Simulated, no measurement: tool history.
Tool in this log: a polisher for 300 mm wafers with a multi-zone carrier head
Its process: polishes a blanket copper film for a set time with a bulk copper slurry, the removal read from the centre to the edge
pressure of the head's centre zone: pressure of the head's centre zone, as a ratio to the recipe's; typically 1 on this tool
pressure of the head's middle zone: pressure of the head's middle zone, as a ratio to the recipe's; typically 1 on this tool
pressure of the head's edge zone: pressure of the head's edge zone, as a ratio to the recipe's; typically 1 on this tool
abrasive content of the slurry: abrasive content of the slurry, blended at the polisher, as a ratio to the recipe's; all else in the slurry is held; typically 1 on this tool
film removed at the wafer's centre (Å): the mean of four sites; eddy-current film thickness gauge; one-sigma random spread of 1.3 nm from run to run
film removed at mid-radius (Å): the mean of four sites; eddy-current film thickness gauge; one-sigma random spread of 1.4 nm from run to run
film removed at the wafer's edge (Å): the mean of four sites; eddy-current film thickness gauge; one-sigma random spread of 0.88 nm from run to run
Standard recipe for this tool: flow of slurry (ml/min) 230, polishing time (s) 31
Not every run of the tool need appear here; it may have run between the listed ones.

run,hour,flow of slurry (ml/min),pressure of the head's centre zone,pressure of the head's middle zone,pressure of the head's edge zone,abrasive content of the slurry,polishing time (s),"incoming thickness of the incoming film, nm",film removed at the wafer's centre (Å),film removed at mid-radius (Å),film removed at the wafer's edge (Å)
1,0,230,0.93,1.09,0.96,1,31,3027.1,1240,1368,1286
2,8.7,230,1,1,1,1,31,3071.5,1257,1298,1309
3,18.9,230,1,1,1,1,22,3037.5,919,924,932
4,33.9,280,1,0.93,1.05,1,37,3029,1540,1505,1642
5,44.2,230,1.1,0.93,1,1,31,3007.6,1365,1246,1321
# hour 59.5: worn pad replaced by a new one
6,61.9,280,1,0.93,1.05,1,37,3069.7,1563,1549,1686
7,77.9,230,1.03,1,1,1,31,3056.5,1288,1282,1311
8,84.1,230,0.89,1.05,1,1,31,3092.4,1212,1340,1313
# hour 99.8: slurry nozzle cleaned
9,100.3,200,0.94,1,0.94,1,39,3052.8,1491,1629,1580
10,107,190,1,1,1.08,1,31,3069.8,1236,1256,1331
# hour 114.6: edge zone pressure recalibrated
11,122,230,0.88,1,0.91,1.2,31,3087.6,1212,1329,1279
12,137.5,230,1,1,1,1,31,3027.4,1282,1279,1318
13,154.7,230,1,0.93,1,1,36,3049,1477,1402,1520
# hour 166.1: worn pad replaced by a new one
14,171.6,160,1,0.92,1,1,31,3051.9,1263,1229,1308
15,189.1,230,1,1,1,1,41,3038.4,1699,1744,1760
16,202.3,160,1,1.07,1,1.2,31,3023.4,1248,1350,1315
17,209.7,230,1,1,1,1,31,3052.8,1310,1309,1323
18,218.2,230,1,1,1,1,31,3062.2,1287,1302,1294
19,225,190,0.95,1,1,1,31,3034.4,1217,1257,1278
# hour 275.4: worn pad replaced by a new one
20,275.9,155,1,1,1,1,31,3016.8,1285,1307,1327
21,287,230,1,1,1,1,31,3078.5,1322,1356,1356

Table of differences, measured result less the result of that run with no hidden state. Run-to-run variation is the same in both. Gauge scatter possibly is not:
What the log doesn't record here: removal rate lost through wear of the pad, %; slurry flow missing at the pad, %; deviation of the centre zone's pressure from its setpoint, %; deviation of the edge zone's pressure from its setpoint, %.
run,film removed at the wafer's centre (Å),film removed at mid-radius (Å),film removed at the wafer's edge (Å)
1,-56,-43,-40
2,-61,-45,-45
3,-47,-34,-35
4,-83,-60,-66
5,-74,-52,-55
6,-39,-19,-21
7,-51,-35,-35
8,-54,-42,-41
9,-77,-65,-63
10,-68,-53,-56
11,-71,-62,-60
12,-78,-64,-66
13,-93,-73,-79
14,-29,-16,-17
15,-62,-49,-50
16,-55,-48,-47
17,-61,-51,-52
18,-63,-54,-54
19,-62,-54,-56
20,-6,-2,-1
21,-21,-17,-16

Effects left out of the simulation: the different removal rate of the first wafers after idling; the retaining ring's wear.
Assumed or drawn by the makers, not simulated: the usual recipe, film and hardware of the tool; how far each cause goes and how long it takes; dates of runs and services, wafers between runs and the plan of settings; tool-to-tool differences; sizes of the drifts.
